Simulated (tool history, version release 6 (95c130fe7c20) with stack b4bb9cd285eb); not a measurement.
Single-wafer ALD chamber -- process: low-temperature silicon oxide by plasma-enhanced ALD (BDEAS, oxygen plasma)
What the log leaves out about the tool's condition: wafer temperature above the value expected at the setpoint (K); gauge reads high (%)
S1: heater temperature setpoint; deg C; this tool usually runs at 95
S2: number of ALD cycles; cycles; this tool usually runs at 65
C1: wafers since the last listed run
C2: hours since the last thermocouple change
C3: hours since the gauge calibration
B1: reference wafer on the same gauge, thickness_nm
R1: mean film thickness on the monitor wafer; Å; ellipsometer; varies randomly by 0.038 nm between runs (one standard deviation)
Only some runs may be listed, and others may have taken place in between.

| run | hour | S1 | S2 | C1 | C2 | C3 | B1 | R1 |
|---|---|---|---|---|---|---|---|---|
| 1 | 0 | 103 | 71 | 0 | 1069.7 | 1205.2 | 8.703 | 108.2 |
| 2 | 55.5 | 95 | 65 | 299 | 1125.2 | 1260.7 | 8.696 | 100.73 |
| 3 | 105.8 | 100 | 65 | 271 | 1175.5 | 1311 | 8.699 | 98.74 |
| 4 | 177.7 | 100 | 65 | 387 | 1247.4 | 1382.9 | 8.691 | 99.46 |
|  | 258.3 | thermocouple changed; heater temperature recalibrated |
| 5 | 273.4 | 95 | 56 | 472 | 15.1 | 1478.6 | 8.706 | 86.93 |
| 6 | 361.5 | 95 | 56 | 474 | 103.2 | 1566.7 | 8.696 | 87.35 |
|  | 415.9 | gauge calibrated |
| 7 | 416.6 | 95 | 56 | 296 | 158.3 | 0.7 | 8.695 | 87.1 |
| 8 | 478.2 | 95 | 65 | 331 | 219.9 | 62.3 | 8.691 | 100.82 |
| 9 | 522.2 | 95 | 65 | 237 | 263.9 | 106.3 | 8.706 | 100.72 |
| 10 | 587.3 | 95 | 65 | 350 | 329 | 171.4 | 8.699 | 100.79 |
| 11 | 692.3 | 95 | 65 | 565 | 434 | 276.4 | 8.708 | 100.91 |
| 12 | 739.9 | 95 | 65 | 256 | 481.6 | 324 | 8.706 | 100.47 |
| 13 | 821.9 | 95 | 65 | 441 | 563.6 | 406 | 8.692 | 101.29 |
| 14 | 922 | 95 | 65 | 539 | 663.7 | 506.1 | 8.705 | 100.77 |
| 15 | 995.1 | 105 | 65 | 393 | 736.8 | 579.2 | 8.695 | 98.13 |
| 16 | 1096.1 | 95 | 72 | 544 | 837.8 | 680.2 | 8.696 | 111.24 |
| 17 | 1191.8 | 95 | 72 | 515 | 933.5 | 775.9 | 8.706 | 112 |
| 18 | 1260 | 95 | 72 | 367 | 1001.7 | 844.1 | 8.702 | 111.18 |
| 19 | 1351.9 | 95 | 65 | 495 | 1093.6 | 936 | 8.712 | 99.84 |
| 20 | 1424.1 | 95 | 65 | 389 | 1165.8 | 1008.2 | 8.694 | 99.77 |
| 21 | 1477.2 | 95 | 65 | 286 | 1218.9 | 1061.3 | 8.695 | 99.37 |
| 22 | 1544.4 | 95 | 65 | 362 | 1286.1 | 1128.5 | 8.71 | 99.45 |
| 23 | 1621 | 87 | 65 | 412 | 1362.7 | 1205.1 | 8.706 | 101.63 |
| 24 | 1708.9 | 100 | 61 | 473 | 1450.6 | 1293 | 8.693 | 92.15 |
| 25 | 1755.2 | 101 | 76 | 249 | 1496.9 | 1339.3 | 8.702 | 115.02 |
|  | 1817.4 | thermocouple changed; heater temperature recalibrated |
| 26 | 1817.9 | 85 | 71 | 294 | 0.5 | 1402 | 8.706 | 114 |
| 27 | 1883.9 | 86 | 53 | 355 | 66.5 | 1468 | 8.706 | 84.24 |
|  | 1913.7 | gauge calibrated |
| 28 | 1961.8 | 95 | 55 | 419 | 144.4 | 48.1 | 8.707 | 85.33 |
| 29 | 2056.6 | 95 | 70 | 510 | 239.2 | 142.9 | 8.702 | 108.91 |
| 30 | 2123.8 | 105 | 57 | 362 | 306.4 | 210.1 | 8.69 | 86.36 |
| 31 | 2190.2 | 103 | 76 | 357 | 372.8 | 276.5 | 8.696 | 115.41 |
| 32 | 2294 | 108 | 65 | 559 | 476.6 | 380.3 | 8.694 | 98.34 |
| 33 | 2382.3 | 95 | 65 | 475 | 564.9 | 468.6 | 8.688 | 100.42 |
| 34 | 2469.6 | 90 | 77 | 470 | 652.2 | 555.9 | 8.7 | 120.66 |
| 35 | 2514.8 | 82 | 57 | 243 | 697.4 | 601.1 | 8.705 | 91.48 |
| 36 | 2562.9 | 95 | 53 | 259 | 745.5 | 649.2 | 8.696 | 82.2 |
| 37 | 2622 | 89 | 65 | 318 | 804.6 | 708.3 | 8.702 | 102.31 |
| 38 | 2681.8 | 81 | 59 | 322 | 864.4 | 768.1 | 8.698 | 95.19 |
| 39 | 2726.1 | 100 | 65 | 238 | 908.7 | 812.4 | 8.677 | 98.43 |
| 40 | 2771.5 | 91 | 58 | 244 | 954.1 | 857.8 | 8.695 | 90.13 |
| 41 | 2856.3 | 95 | 65 | 456 | 1038.9 | 942.6 | 8.694 | 99.9 |
| 42 | 2951.2 | 95 | 65 | 511 | 1133.8 | 1037.5 | 8.7 | 100.33 |

Below, some changes in R1 between adjacent runs. For each, the amount present without the hidden state too (settings, incoming material, random variation) and the amount remaining for the hidden state with gauge scatter not shared by both compared results:
Run 15 -> 16: S1 105 -> 95, S2 65 -> 72. R1 +13.11 Å: hidden state -0.54, all else +13.65.
Run 23 -> 24: S1 87 -> 100, S2 65 -> 61. R1 -9.48 Å: hidden state +0.81, all else -10.29.
Run 25 -> 26: S1 101 -> 85, S2 76 -> 71, thermocouple changed; heater temperature recalibrated. R1 -1.02 Å: hidden state +1.16, all else -2.18.
Run 26 -> 27: S1 85 -> 86, S2 71 -> 53. R1 -29.76 Å: hidden state +0.03, all else -29.79.
Run 30 -> 31: S1 105 -> 103, S2 57 -> 76. R1 +29.05 Å: hidden state -0.05, all else +29.1.
Run 34 -> 35: S1 90 -> 82, S2 77 -> 57. R1 -29.18 Å: hidden state +0.12, all else -29.3.
